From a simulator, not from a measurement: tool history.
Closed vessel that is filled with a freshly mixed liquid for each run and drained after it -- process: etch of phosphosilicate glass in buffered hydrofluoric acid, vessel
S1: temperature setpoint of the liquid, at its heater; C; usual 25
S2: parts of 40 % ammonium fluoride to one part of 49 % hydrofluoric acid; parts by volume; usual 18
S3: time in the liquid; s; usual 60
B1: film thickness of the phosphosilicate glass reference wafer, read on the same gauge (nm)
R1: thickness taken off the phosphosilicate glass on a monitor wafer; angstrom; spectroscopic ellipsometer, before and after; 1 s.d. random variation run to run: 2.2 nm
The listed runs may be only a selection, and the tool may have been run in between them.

| run | hour | S1 | S2 | S3 | B1 | R1 |
|---|---|---|---|---|---|---|
| 1 | 0 | 27.5 | 23 | 60 | 120.04 | 2595.2 |
| 2 | 51.4 | 27.5 | 23 | 60 | 119.98 | 2653.2 |
| 3 | 153.9 | 25 | 18 | 60 | 120.03 | 2895.8 |
| 4 | 238.1 | 25 | 18 | 60 | 120.03 | 2893.8 |
| 5 | 311.7 | 25 | 15.5 | 45 | 120.02 | 2542.7 |
|  | 387.4 | gauge calibrated |
| 6 | 393.4 | 25 | 15.5 | 45 | 120 | 2542.5 |
|  | 406.3 | hydrofluoric acid flow meter replaced |
| 7 | 473 | 25 | 15.5 | 45 | 120 | 2317.4 |
| 8 | 531.3 | 22 | 16 | 95 | 119.96 | 4032.9 |
| 9 | 611.8 | 26.5 | 13 | 90 | 120 | 6039.3 |
| 10 | 697.1 | 27 | 12 | 60 | 120.04 | 4531.1 |
|  | 733.9 | thermometer replaced |
| 11 | 776.9 | 25 | 12 | 60 | 119.99 | 4066.4 |
| 12 | 878.6 | 20.5 | 18 | 35 | 120.01 | 1254.9 |
|  | 933.1 | gauge calibrated |
| 13 | 961.4 | 25 | 18 | 40 | 120 | 1853.3 |
| 14 | 1056.2 | 25 | 18 | 60 | 120.01 | 2798.7 |

Predict each of these 3 candidate next runs independently; none follows another, all start after run 14:
| A | 1056.9 | 25 | 18 | 60 | ? | ? |
| B | 1056.9 | 21.5 | 12 | 35 | ? | ? |
| C | 1056.9 | 25 | 22 | 60 | ? | ? |

| run | B1 | R1 |
|---|---|---|
| A | 120 | 2816.9 |
| B | 120 | 2018.3 |
| C | 120 | 2335.4 |
Take away the tool's hidden state, keep each run's random variation, and the runs would have read:
| run | R1 |
|---|---|
| A | 2652.9 |
| B | 1901.7 |
| C | 2239.6 |

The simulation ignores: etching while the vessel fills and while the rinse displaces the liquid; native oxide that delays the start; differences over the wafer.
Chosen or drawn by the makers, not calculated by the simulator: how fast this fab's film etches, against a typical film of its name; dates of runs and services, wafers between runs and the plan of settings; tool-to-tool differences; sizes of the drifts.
